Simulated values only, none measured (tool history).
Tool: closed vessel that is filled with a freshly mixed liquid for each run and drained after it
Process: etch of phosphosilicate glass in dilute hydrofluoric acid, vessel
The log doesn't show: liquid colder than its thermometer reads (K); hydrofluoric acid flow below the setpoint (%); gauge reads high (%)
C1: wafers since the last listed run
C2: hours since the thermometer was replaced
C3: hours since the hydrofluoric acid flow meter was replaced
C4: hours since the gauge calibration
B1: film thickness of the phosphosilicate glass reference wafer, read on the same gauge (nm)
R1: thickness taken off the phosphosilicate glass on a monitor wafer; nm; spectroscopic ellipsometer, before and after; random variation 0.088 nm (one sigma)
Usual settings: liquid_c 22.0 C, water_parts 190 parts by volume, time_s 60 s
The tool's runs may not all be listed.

{"run": 1, "hour": 0.0, "liquid_c": 22.0, "water_parts": 190, "time_s": 85, "C1": 0, "C2": 1685.8, "C3": 1140.1, "C4": 100.8, "B1": 39.98, "R1": 31.52}
{"run": 2, "hour": 12.5, "liquid_c": 22.0, "water_parts": 190, "time_s": 85, "C1": 1777, "C2": 1698.3, "C3": 1152.6, "C4": 113.3, "B1": 40.01, "R1": 31.14}
{"run": 3, "hour": 27.9, "liquid_c": 22.0, "water_parts": 190, "time_s": 60, "C1": 2189, "C2": 1713.7, "C3": 1168.0, "C4": 128.7, "B1": 39.99, "R1": 22.0}
{"run": 4, "hour": 40.2, "liquid_c": 22.0, "water_parts": 190, "time_s": 60, "C1": 1749, "C2": 1726.0, "C3": 1180.3, "C4": 141.0, "B1": 40.02, "R1": 21.95}
{"run": 5, "hour": 56.0, "liquid_c": 22.0, "water_parts": 190, "time_s": 80, "C1": 2246, "C2": 1741.8, "C3": 1196.1, "C4": 156.8, "B1": 39.97, "R1": 29.37}
{"run": 6, "hour": 67.4, "liquid_c": 22.0, "water_parts": 190, "time_s": 80, "C1": 1621, "C2": 1753.2, "C3": 1207.5, "C4": 168.2, "B1": 39.98, "R1": 29.37}
{"run": 7, "hour": 82.1, "liquid_c": 22.0, "water_parts": 190, "time_s": 80, "C1": 2090, "C2": 1767.9, "C3": 1222.2, "C4": 182.9, "B1": 39.98, "R1": 29.35}
{"run": 8, "hour": 95.9, "liquid_c": 19.0, "water_parts": 120, "time_s": 60, "C1": 1962, "C2": 1781.7, "C3": 1236.0, "C4": 196.7, "B1": 40.01, "R1": 33.02}
{"run": 9, "hour": 109.4, "liquid_c": 19.0, "water_parts": 120, "time_s": 60, "C1": 1919, "C2": 1795.2, "C3": 1249.5, "C4": 210.2, "B1": 40.01, "R1": 32.77}
{"run": 10, "hour": 123.0, "liquid_c": 19.0, "water_parts": 120, "time_s": 60, "C1": 1934, "C2": 1808.8, "C3": 1263.1, "C4": 223.8, "B1": 40.0, "R1": 32.74}
{"run": 11, "hour": 129.9, "liquid_c": 22.0, "water_parts": 190, "time_s": 60, "C1": 981, "C2": 1815.7, "C3": 1270.0, "C4": 230.7, "B1": 40.01, "R1": 21.93}
{"hour": 174.4, "done": "gauge calibrated"}
{"run": 12, "hour": 179.0, "liquid_c": 22.0, "water_parts": 190, "time_s": 70, "C1": 6982, "C2": 1864.8, "C3": 1319.1, "C4": 4.6, "B1": 40.01, "R1": 25.62}
{"run": 13, "hour": 190.3, "liquid_c": 22.0, "water_parts": 190, "time_s": 70, "C1": 1606, "C2": 1876.1, "C3": 1330.4, "C4": 15.9, "B1": 40.02, "R1": 25.43}
{"run": 14, "hour": 207.4, "liquid_c": 22.0, "water_parts": 190, "time_s": 60, "C1": 2431, "C2": 1893.2, "C3": 1347.5, "C4": 33.0, "B1": 40.03, "R1": 21.89}
{"run": 15, "hour": 219.6, "liquid_c": 24.0, "water_parts": 190, "time_s": 35, "C1": 1734, "C2": 1905.4, "C3": 1359.7, "C4": 45.2, "B1": 39.99, "R1": 13.75}
{"run": 16, "hour": 232.3, "liquid_c": 23.5, "water_parts": 280, "time_s": 75, "C1": 1806, "C2": 1918.1, "C3": 1372.4, "C4": 57.9, "B1": 40.02, "R1": 17.93}
{"hour": 236.7, "done": "hydrofluoric acid flow meter replaced"}
{"run": 17, "hour": 246.6, "liquid_c": 19.0, "water_parts": 120, "time_s": 60, "C1": 1891, "C2": 1932.4, "C3": 9.9, "C4": 72.2, "B1": 39.98, "R1": 32.86}
{"run": 18, "hour": 261.7, "liquid_c": 22.0, "water_parts": 190, "time_s": 80, "C1": 2147, "C2": 1947.5, "C3": 25.0, "C4": 87.3, "B1": 40.03, "R1": 28.89}
{"run": 19, "hour": 276.3, "liquid_c": 19.0, "water_parts": 100, "time_s": 95, "C1": 2076, "C2": 1962.1, "C3": 39.6, "C4": 101.9, "B1": 40.0, "R1": 63.0}
{"hour": 280.5, "done": "thermometer replaced"}
{"run": 20, "hour": 290.5, "liquid_c": 22.0, "water_parts": 145, "time_s": 85, "C1": 1877, "C2": 10.0, "C3": 53.8, "C4": 116.1, "B1": 40.01, "R1": 47.08}
{"run": 21, "hour": 303.4, "liquid_c": 23.5, "water_parts": 280, "time_s": 75, "C1": 1834, "C2": 22.9, "C3": 66.7, "C4": 129.0, "B1": 39.98, "R1": 19.75}
{"run": 22, "hour": 320.7, "liquid_c": 20.0, "water_parts": 265, "time_s": 60, "C1": 2460, "C2": 40.2, "C3": 84.0, "C4": 146.3, "B1": 40.0, "R1": 14.8}
{"run": 23, "hour": 336.7, "liquid_c": 22.0, "water_parts": 145, "time_s": 60, "C1": 2275, "C2": 56.2, "C3": 100.0, "C4": 162.3, "B1": 39.99, "R1": 33.0}
{"run": 24, "hour": 354.6, "liquid_c": 22.0, "water_parts": 190, "time_s": 60, "C1": 2545, "C2": 74.1, "C3": 117.9, "C4": 180.2, "B1": 39.99, "R1": 23.87}
{"run": 25, "hour": 361.4, "liquid_c": 24.5, "water_parts": 155, "time_s": 85, "C1": 967, "C2": 80.9, "C3": 124.7, "C4": 187.0, "B1": 40.01, "R1": 47.67}
{"run": 26, "hour": 377.1, "liquid_c": 22.0, "water_parts": 190, "time_s": 60, "C1": 2232, "C2": 96.6, "C3": 140.4, "C4": 202.7, "B1": 40.0, "R1": 24.01}
{"run": 27, "hour": 392.3, "liquid_c": 22.0, "water_parts": 190, "time_s": 60, "C1": 2161, "C2": 111.8, "C3": 155.6, "C4": 217.9, "B1": 39.99, "R1": 23.86}
{"run": 28, "hour": 400.3, "liquid_c": 19.5, "water_parts": 190, "time_s": 45, "C1": 1137, "C2": 119.8, "C3": 163.6, "C4": 225.9, "B1": 39.99, "R1": 16.28}
{"hour": 405.9, "done": "gauge calibrated"}
{"run": 29, "hour": 414.7, "liquid_c": 18.0, "water_parts": 140, "time_s": 60, "C1": 2047, "C2": 134.2, "C3": 178.0, "C4": 8.8, "B1": 39.97, "R1": 28.87}
{"run": 30, "hour": 421.6, "liquid_c": 20.0, "water_parts": 190, "time_s": 60, "C1": 981, "C2": 141.1, "C3": 184.9, "C4": 15.7, "B1": 39.98, "R1": 22.0}

How the hidden state differs across the entries between the runs, from the last listed run before each to the first after it:
Between runs 11 and 12: gauge calibrated (hour 174.4)
  liquid colder than its thermometer reads (K): 2.73 -> 2.79
  measured less the result without the state, R1: -2.43 -> -2.92 nm
Between runs 16 and 17: hydrofluoric acid flow meter replaced (hour 236.7)
  liquid colder than its thermometer reads (K): 2.86 -> 2.88
  measured less the result without the state, R1: -1.94 -> -4.17 nm
Between runs 19 and 20: thermometer replaced (hour 280.5)
  liquid colder than its thermometer reads (K): 2.92 -> 0.295
  measured less the result without the state, R1: -8.22 -> -0.56 nm
Between runs 28 and 29: gauge calibrated (hour 405.9)
  liquid colder than its thermometer reads (K): 0.438 -> 0.457
  measured less the result without the state, R1: -0.28 -> -0.55 nm
